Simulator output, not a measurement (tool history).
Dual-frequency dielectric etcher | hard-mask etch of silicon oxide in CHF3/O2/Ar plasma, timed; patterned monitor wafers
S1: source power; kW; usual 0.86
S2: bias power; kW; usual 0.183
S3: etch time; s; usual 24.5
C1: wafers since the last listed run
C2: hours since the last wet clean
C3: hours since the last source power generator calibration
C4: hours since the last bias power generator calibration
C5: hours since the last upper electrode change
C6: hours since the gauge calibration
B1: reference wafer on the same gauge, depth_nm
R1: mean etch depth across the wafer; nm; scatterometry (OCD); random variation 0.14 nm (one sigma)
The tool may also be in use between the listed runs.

| run | hour | S1 | S2 | S3 | C1 | C2 | C3 | C4 | C5 | C6 | B1 | R1 |
|---|---|---|---|---|---|---|---|---|---|---|---|---|
| 1 | 0 | 0.86 | 0.183 | 24.5 | 0 | 177.8 | 2230.5 | 1554.3 | 5160.1 | 162.4 | 54.1 | 51.8 |
| 2 | 57.4 | 0.86 | 0.183 | 19.5 | 669 | 235.2 | 2287.9 | 1611.7 | 5217.5 | 219.8 | 54.2 | 41.2 |
| 3 | 122.7 | 0.86 | 0.183 | 19.5 | 761 | 300.5 | 2353.2 | 1677 | 5282.8 | 285.1 | 54.1 | 41.3 |
| 4 | 182.7 | 0.86 | 0.183 | 19.5 | 700 | 360.5 | 2413.2 | 1737 | 5342.8 | 345.1 | 54.1 | 41.3 |
|  | 226.6 | gauge calibrated |
| 5 | 240.2 | 0.86 | 0.17 | 24.5 | 670 | 418 | 2470.7 | 1794.5 | 5400.3 | 13.6 | 54.1 | 50.6 |
| 6 | 304 | 0.86 | 0.17 | 24.5 | 744 | 481.8 | 2534.5 | 1858.3 | 5464.1 | 77.4 | 54.1 | 50.4 |
|  | 329.1 | upper electrode replaced, of another model than before |
| 7 | 372.9 | 0.86 | 0.198 | 24.5 | 523 | 550.7 | 2603.4 | 1927.2 | 43.8 | 146.3 | 54.1 | 52.4 |
|  | 422.7 | bias power generator calibrated |
| 8 | 424.5 | 0.93 | 0.183 | 24.5 | 555 | 602.3 | 2655 | 1.8 | 95.4 | 197.9 | 54.1 | 52.9 |
|  | 467.2 | wet clean of the chamber |
| 9 | 467.7 | 0.86 | 0.203 | 24.5 | 224 | 0.5 | 2698.2 | 45 | 138.6 | 241.1 | 54.1 | 53 |
| 10 | 476.1 | 0.99 | 0.209 | 21 | 98 | 8.9 | 2706.6 | 53.4 | 147 | 249.5 | 54.1 | 48.5 |
|  | 516 | source power generator calibrated |
| 11 | 531.4 | 0.7 | 0.183 | 20.5 | 598 | 64.2 | 15.4 | 108.7 | 202.3 | 304.8 | 54.1 | 40.5 |
| 12 | 575 | 1.05 | 0.143 | 18 | 508 | 107.8 | 59 | 152.3 | 245.9 | 348.4 | 54.1 | 39.2 |
| 13 | 617.9 | 0.86 | 0.183 | 24.5 | 500 | 150.7 | 101.9 | 195.2 | 288.8 | 391.3 | 54.1 | 52 |
|  | 647.8 | gauge calibrated |
| 14 | 651 | 0.86 | 0.183 | 24.5 | 386 | 183.8 | 135 | 228.3 | 321.9 | 3.2 | 54 | 51.9 |
| 15 | 682.3 | 0.86 | 0.153 | 30.5 | 365 | 215.1 | 166.3 | 259.6 | 353.2 | 34.5 | 54.1 | 62.7 |

Some steps in R1 between neighbouring runs. How much of each would the tool show without its hidden state too (settings, what came in, random variation), and how much is left for the hidden state, with any gauge scatter that isn't in both results?
The hidden state here: etch rate over this chamber's usual, %; source power that arrives over what is set, %; bias power that arrives over what is set, %; gauge reads high (%).
Run 8 -> 9: S1 0.93 -> 0.86, S2 0.183 -> 0.203, wet clean of the chamber. R1 +0.1 nm: hidden state +0.8, all else -0.7.
Run 12 -> 13: S1 1.05 -> 0.86, S2 0.143 -> 0.183, S3 18 -> 24.5. R1 +12.8 nm: hidden state -0.1, all else +12.9.

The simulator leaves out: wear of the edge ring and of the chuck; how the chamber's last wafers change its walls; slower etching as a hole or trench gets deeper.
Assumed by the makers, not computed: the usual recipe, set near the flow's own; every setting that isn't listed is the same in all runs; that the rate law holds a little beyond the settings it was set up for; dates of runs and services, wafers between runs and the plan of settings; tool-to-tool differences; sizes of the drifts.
